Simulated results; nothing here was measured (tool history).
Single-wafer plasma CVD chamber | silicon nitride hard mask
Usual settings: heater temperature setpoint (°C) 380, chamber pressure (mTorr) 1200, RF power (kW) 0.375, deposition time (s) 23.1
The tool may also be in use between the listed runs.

| run | hour | heater temperature setpoint (°C) | chamber pressure (mTorr) | RF power (kW) | deposition time (s) | wafers since the last listed run | hours since the last thermocouple change | hours since the last RF generator calibration | hours since the last manometer calibration | hours since the showerhead was replaced | hours since the gauge calibration | read-back reference wafer on the same gauge, thickness_nm | mean film thickness on the monitor wafer (angstrom) |
|---|---|---|---|---|---|---|---|---|---|---|---|---|---|
| 1 | 0 | 372 | 1200 | 0.375 | 23.1 | 0 | 956.2 | 686.8 | 1479.3 | 2742.6 | 1793.4 | 31.41 | 287.63 |
| 2 | 51.8 | 372 | 1200 | 0.375 | 23.1 | 1005 | 1008 | 738.6 | 1531.1 | 2794.4 | 1845.2 | 31.417 | 284.4 |
| 3 | 115.8 | 372 | 1200 | 0.375 | 23.1 | 1242 | 1072 | 802.6 | 1595.1 | 2858.4 | 1909.2 | 31.369 | 286.46 |
| 4 | 156 | 380 | 1010 | 0.375 | 23.1 | 780 | 1112.2 | 842.8 | 1635.3 | 2898.6 | 1949.4 | 31.391 | 263.28 |
|  | 183.9 | RF generator calibrated |
| 5 | 246.5 | 380 | 1130 | 0.325 | 23.1 | 1602 | 1202.7 | 62.6 | 1725.8 | 2989.1 | 2039.9 | 31.402 | 269.34 |
| 6 | 297.3 | 380 | 1200 | 0.41 | 23.1 | 986 | 1253.5 | 113.4 | 1776.6 | 3039.9 | 2090.7 | 31.414 | 303.93 |
| 7 | 384.1 | 380 | 1200 | 0.32 | 23.1 | 1685 | 1340.3 | 200.2 | 1863.4 | 3126.7 | 2177.5 | 31.398 | 270.19 |
| 8 | 435.6 | 380 | 1200 | 0.375 | 23.1 | 1000 | 1391.8 | 251.7 | 1914.9 | 3178.2 | 2229 | 31.395 | 289.51 |
| 9 | 526 | 380 | 1200 | 0.375 | 23.1 | 1755 | 1482.2 | 342.1 | 2005.3 | 3268.6 | 2319.4 | 31.402 | 289.4 |
| 10 | 615.9 | 380 | 1200 | 0.375 | 23.1 | 1745 | 1572.1 | 432 | 2095.2 | 3358.5 | 2409.3 | 31.361 | 288.67 |
|  | 641.5 | gauge calibrated |
| 11 | 664.9 | 380 | 1200 | 0.375 | 23.1 | 951 | 1621.1 | 481 | 2144.2 | 3407.5 | 23.4 | 31.367 | 286.87 |
| 12 | 758.9 | 380 | 1200 | 0.375 | 24.3 | 1825 | 1715.1 | 575 | 2238.2 | 3501.5 | 117.4 | 31.363 | 300.8 |
| 13 | 862.4 | 380 | 1200 | 0.375 | 24.3 | 2009 | 1818.6 | 678.5 | 2341.7 | 3605 | 220.9 | 31.393 | 300.51 |
| 14 | 914.5 | 380 | 1200 | 0.375 | 23.1 | 1011 | 1870.7 | 730.6 | 2393.8 | 3657.1 | 273 | 31.394 | 288.36 |
| 15 | 1003.6 | 389 | 1200 | 0.375 | 23.1 | 1730 | 1959.8 | 819.7 | 2482.9 | 3746.2 | 362.1 | 31.381 | 284.61 |
| 16 | 1095.4 | 380 | 1200 | 0.375 | 23.1 | 1782 | 2051.6 | 911.5 | 2574.7 | 3838 | 453.9 | 31.374 | 288.02 |
|  | 1127.6 | RF generator calibrated |
|  | 1135.3 | thermocouple changed; heater temperature recalibrated |
| 17 | 1185.6 | 380 | 1460 | 0.375 | 23.1 | 1446 | 50.3 | 58 | 2664.9 | 3928.2 | 544.1 | 31.396 | 317.41 |
|  | 1264.4 | capacitance manometer re-zeroed and calibrated |
| 18 | 1271.3 | 391 | 1120 | 0.375 | 23.1 | 1508 | 136 | 143.7 | 6.9 | 4013.9 | 629.8 | 31.403 | 281.07 |
| 19 | 1375.4 | 380 | 970 | 0.31 | 23.1 | 2021 | 240.1 | 247.8 | 111 | 4118 | 733.9 | 31.399 | 242.6 |
| 20 | 1437.2 | 390 | 1090 | 0.375 | 19.6 | 1200 | 301.9 | 309.6 | 172.8 | 4179.8 | 795.7 | 31.392 | 233.18 |
| 21 | 1477.7 | 380 | 1120 | 0.42 | 23.1 | 786 | 342.4 | 350.1 | 213.3 | 4220.3 | 836.2 | 31.421 | 291.51 |
| 22 | 1556.8 | 380 | 940 | 0.345 | 21.9 | 1536 | 421.5 | 429.2 | 292.4 | 4299.4 | 915.3 | 31.427 | 231.34 |
|  | 1572.9 | showerhead replaced |
| 23 | 1651.3 | 394 | 1410 | 0.415 | 26.4 | 1679 | 516 | 523.7 | 386.9 | 78.4 | 1009.8 | 31.375 | 361.62 |
| 24 | 1737.3 | 380 | 1200 | 0.375 | 23.1 | 1670 | 602 | 609.7 | 472.9 | 164.4 | 1095.8 | 31.399 | 285.44 |
| 25 | 1837.7 | 380 | 1200 | 0.375 | 23.1 | 1949 | 702.4 | 710.1 | 573.3 | 264.8 | 1196.2 | 31.395 | 284.56 |
| 26 | 1902.7 | 380 | 1200 | 0.375 | 23.1 | 1262 | 767.4 | 775.1 | 638.3 | 329.8 | 1261.2 | 31.419 | 283.78 |
| 27 | 2000.6 | 380 | 1200 | 0.375 | 24.7 | 1901 | 865.3 | 873 | 736.2 | 427.7 | 1359.1 | 31.408 | 304.08 |
| 28 | 2054.2 | 394 | 1410 | 0.415 | 26.4 | 1040 | 918.9 | 926.6 | 789.8 | 481.3 | 1412.7 | 31.39 | 360.82 |

Forecast each of these 4 alternatives for the next run:
| A | 2054.6 | 380 | 1200 | 0.375 | 23.1 | 7 | 919.3 | 927 | 790.2 | 481.7 | 1413.1 | ? | ? |
| B | 2054.6 | 380 | 1400 | 0.375 | 23.1 | 7 | 919.3 | 927 | 790.2 | 481.7 | 1413.1 | ? | ? |
| C | 2054.6 | 380 | 1200 | 0.335 | 27.5 | 7 | 919.3 | 927 | 790.2 | 481.7 | 1413.1 | ? | ? |
| D | 2054.6 | 372 | 1010 | 0.41 | 21.4 | 7 | 919.3 | 927 | 790.2 | 481.7 | 1413.1 | ? | ? |

| run | read-back reference wafer on the same gauge, thickness_nm | mean film thickness on the monitor wafer (angstrom) |
|---|---|---|
| A | 31.425 | 282.96 |
| B | 31.425 | 301.77 |
| C | 31.425 | 321.76 |
| D | 31.425 | 251.16 |
Without the tool's hidden state the same runs would have given:
| run | mean film thickness on the monitor wafer (angstrom) |
|---|---|
| A | 293.96 |
| B | 313.51 |
| C | 334.33 |
| D | 260.69 |

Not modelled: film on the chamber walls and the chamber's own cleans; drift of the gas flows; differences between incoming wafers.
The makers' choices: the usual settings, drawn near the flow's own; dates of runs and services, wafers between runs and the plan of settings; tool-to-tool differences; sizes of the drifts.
